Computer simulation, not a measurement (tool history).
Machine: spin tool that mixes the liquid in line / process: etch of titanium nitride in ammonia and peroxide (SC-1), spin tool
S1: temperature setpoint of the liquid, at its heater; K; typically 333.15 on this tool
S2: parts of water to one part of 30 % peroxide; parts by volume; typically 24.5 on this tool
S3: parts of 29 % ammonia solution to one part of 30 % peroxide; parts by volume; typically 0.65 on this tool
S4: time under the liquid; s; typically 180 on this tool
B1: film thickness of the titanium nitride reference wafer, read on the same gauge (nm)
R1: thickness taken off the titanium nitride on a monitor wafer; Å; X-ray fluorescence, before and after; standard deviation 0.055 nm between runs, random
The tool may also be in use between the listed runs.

run 1 hour=0.0 | S1=333.15 S2=24.5 S3=0.65 S4=125 | B1=89.97 | R1=105.5
run 2 hour=33.9 | S1=333.15 S2=24.5 S3=0.65 S4=125 | B1=90.01 | R1=104.4
run 3 hour=66.2 | S1=333.15 S2=24.5 S3=0.65 S4=125 | B1=89.96 | R1=105.2
run 4 hour=109.2 | S1=333.15 S2=24.5 S3=0.65 S4=180 | B1=89.99 | R1=151.7
run 5 hour=174.2 | S1=328.65 S2=18.5 S3=0.65 S4=180 | B1=89.99 | R1=131.7
run 6 hour=202.7 | S1=333.15 S2=24.5 S3=0.65 S4=180 | B1=90.01 | R1=151.0
run 7 hour=238.8 | S1=333.15 S2=24.5 S3=0.65 S4=180 | B1=89.98 | R1=151.5
run 8 hour=289.0 | S1=333.15 S2=24.5 S3=0.65 S4=180 | B1=89.96 | R1=151.8
run 9 hour=348.2 | S1=333.15 S2=24.5 S3=0.65 S4=180 | B1=90.02 | R1=151.8
-- hour=360.2 thermometer replaced
run 10 hour=409.5 | S1=333.15 S2=24.5 S3=0.65 S4=180 | B1=90.00 | R1=152.3
-- hour=411.7 gauge calibrated
-- hour=424.5 heated supply line repaired
run 11 hour=463.1 | S1=341.65 S2=20.0 S3=0.65 S4=180 | B1=90.04 | R1=293.2
run 12 hour=493.1 | S1=333.15 S2=16.0 S3=0.55 S4=225 | B1=90.05 | R1=233.9
-- hour=568.4 new drum of ammonia solution connected
run 13 hour=643.8 | S1=333.15 S2=24.5 S3=0.55 S4=250 | B1=90.00 | R1=203.2
run 14 hour=705.3 | S1=338.15 S2=24.5 S3=0.50 S4=140 | B1=90.00 | R1=155.7
run 15 hour=755.1 | S1=325.65 S2=18.5 S3=0.55 S4=100 | B1=90.02 | R1=58.0
-- hour=759.4 ammonia flow meter replaced
run 16 hour=901.1 | S1=333.15 S2=24.5 S3=0.65 S4=180 | B1=89.99 | R1=151.5
run 17 hour=954.5 | S1=340.15 S2=18.0 S3=0.35 S4=180 | B1=90.03 | R1=251.6
run 18 hour=1009.7 | S1=333.15 S2=24.5 S3=0.65 S4=180 | B1=89.99 | R1=150.6
run 19 hour=1063.0 | S1=324.65 S2=24.5 S3=0.90 S4=180 | B1=90.03 | R1=90.8
run 20 hour=1094.3 | S1=333.15 S2=24.5 S3=0.65 S4=150 | B1=89.99 | R1=126.5

Below are 5 alternative next runs, each starting from the tool's condition after run 20. Predict each:
run A hour=1094.8 | S1=333.15 S2=24.5 S3=0.65 S4=180 | B1=? | R1=?
run B hour=1094.8 | S1=333.15 S2=36.5 S3=0.65 S4=180 | B1=? | R1=?
run C hour=1094.8 | S1=333.15 S2=24.5 S3=0.65 S4=270 | B1=? | R1=?
run D hour=1094.8 | S1=333.15 S2=13.0 S3=0.65 S4=70 | B1=? | R1=?
run E hour=1094.8 | S1=326.15 S2=14.0 S3=0.50 S4=260 | B1=? | R1=?

run=A B1=89.98 R1=151.7
run=B B1=89.98 R1=121.0
run=C B1=89.98 R1=227.6
run=D B1=89.98 R1=83.5
run=E B1=89.98 R1=178.1
Had the tool no hidden state, the same runs would have come out as:
run=A R1=151.7
run=B R1=121.0
run=C R1=227.6
run=D R1=83.5
run=E R1=178.1
